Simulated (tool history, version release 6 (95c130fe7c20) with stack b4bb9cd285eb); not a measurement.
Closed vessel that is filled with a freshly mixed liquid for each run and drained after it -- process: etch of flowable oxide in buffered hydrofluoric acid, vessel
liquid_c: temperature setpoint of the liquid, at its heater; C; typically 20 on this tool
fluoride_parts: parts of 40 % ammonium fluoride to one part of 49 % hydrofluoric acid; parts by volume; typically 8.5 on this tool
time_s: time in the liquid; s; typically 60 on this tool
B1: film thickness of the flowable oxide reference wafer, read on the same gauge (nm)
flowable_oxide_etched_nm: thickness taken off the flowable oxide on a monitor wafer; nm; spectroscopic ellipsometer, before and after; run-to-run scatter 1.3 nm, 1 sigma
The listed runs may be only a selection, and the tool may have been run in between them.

run 1 hour=0 | liquid_c=20 fluoride_parts=8.5 time_s=60 | B1=89.98 | flowable_oxide_etched_nm=205.47
run 2 hour=45.8 | liquid_c=20 fluoride_parts=8.5 time_s=60 | B1=90.03 | flowable_oxide_etched_nm=204.4
run 3 hour=73 | liquid_c=20 fluoride_parts=8.5 time_s=60 | B1=90 | flowable_oxide_etched_nm=206.27
run 4 hour=111.4 | liquid_c=20 fluoride_parts=8.5 time_s=60 | B1=90.02 | flowable_oxide_etched_nm=203.82
run 5 hour=166.6 | liquid_c=20 fluoride_parts=8.5 time_s=60 | B1=90.02 | flowable_oxide_etched_nm=204.17
run 6 hour=208.8 | liquid_c=20 fluoride_parts=8.5 time_s=60 | B1=89.97 | flowable_oxide_etched_nm=207.08
run 7 hour=254.9 | liquid_c=20 fluoride_parts=8.5 time_s=60 | B1=90 | flowable_oxide_etched_nm=205.24
run 8 hour=303.4 | liquid_c=20 fluoride_parts=8.5 time_s=75 | B1=90.02 | flowable_oxide_etched_nm=257.28
-- hour=337.2 hydrofluoric acid flow meter replaced
run 9 hour=337.7 | liquid_c=20 fluoride_parts=8.5 time_s=75 | B1=89.96 | flowable_oxide_etched_nm=243.08
run 10 hour=368 | liquid_c=20 fluoride_parts=8.5 time_s=60 | B1=89.99 | flowable_oxide_etched_nm=192.91
run 11 hour=422.7 | liquid_c=20 fluoride_parts=9.5 time_s=80 | B1=89.99 | flowable_oxide_etched_nm=234.73
-- hour=423.5 gauge calibrated
run 12 hour=447.3 | liquid_c=23 fluoride_parts=11 time_s=50 | B1=89.97 | flowable_oxide_etched_nm=153.99
run 13 hour=493.6 | liquid_c=17 fluoride_parts=7 time_s=60 | B1=90.02 | flowable_oxide_etched_nm=201.59
run 14 hour=615.6 | liquid_c=20 fluoride_parts=10.5 time_s=50 | B1=89.98 | flowable_oxide_etched_nm=135.96
run 15 hour=686.6 | liquid_c=17 fluoride_parts=7 time_s=30 | B1=89.98 | flowable_oxide_etched_nm=102.04
run 16 hour=798.3 | liquid_c=20 fluoride_parts=9.5 time_s=60 | B1=90.05 | flowable_oxide_etched_nm=175.78
-- hour=810.9 thermometer replaced
run 17 hour=866 | liquid_c=20 fluoride_parts=8.5 time_s=60 | B1=89.99 | flowable_oxide_etched_nm=211.26
run 18 hour=919.1 | liquid_c=18 fluoride_parts=6.5 time_s=45 | B1=90 | flowable_oxide_etched_nm=186.12
run 19 hour=946.3 | liquid_c=18 fluoride_parts=8.5 time_s=60 | B1=90.01 | flowable_oxide_etched_nm=187.63
run 20 hour=1033 | liquid_c=20 fluoride_parts=8.5 time_s=60 | B1=89.99 | flowable_oxide_etched_nm=211.59

Forecast each of these 3 alternatives for the next run:
run A hour=1033.7 | liquid_c=17 fluoride_parts=8.5 time_s=60 | B1=? | flowable_oxide_etched_nm=?
run B hour=1033.7 | liquid_c=23 fluoride_parts=5 time_s=60 | B1=? | flowable_oxide_etched_nm=?
run C hour=1033.7 | liquid_c=17.5 fluoride_parts=8.5 time_s=60 | B1=? | flowable_oxide_etched_nm=?

run=A B1=90.02 flowable_oxide_etched_nm=180.29
run=B B1=90.02 flowable_oxide_etched_nm=413.12
run=C B1=90.02 flowable_oxide_etched_nm=185.51
With no hidden state in the tool, these same runs would have given:
run=A flowable_oxide_etched_nm=175.23
run=B flowable_oxide_etched_nm=403.31
run=C flowable_oxide_etched_nm=180.3
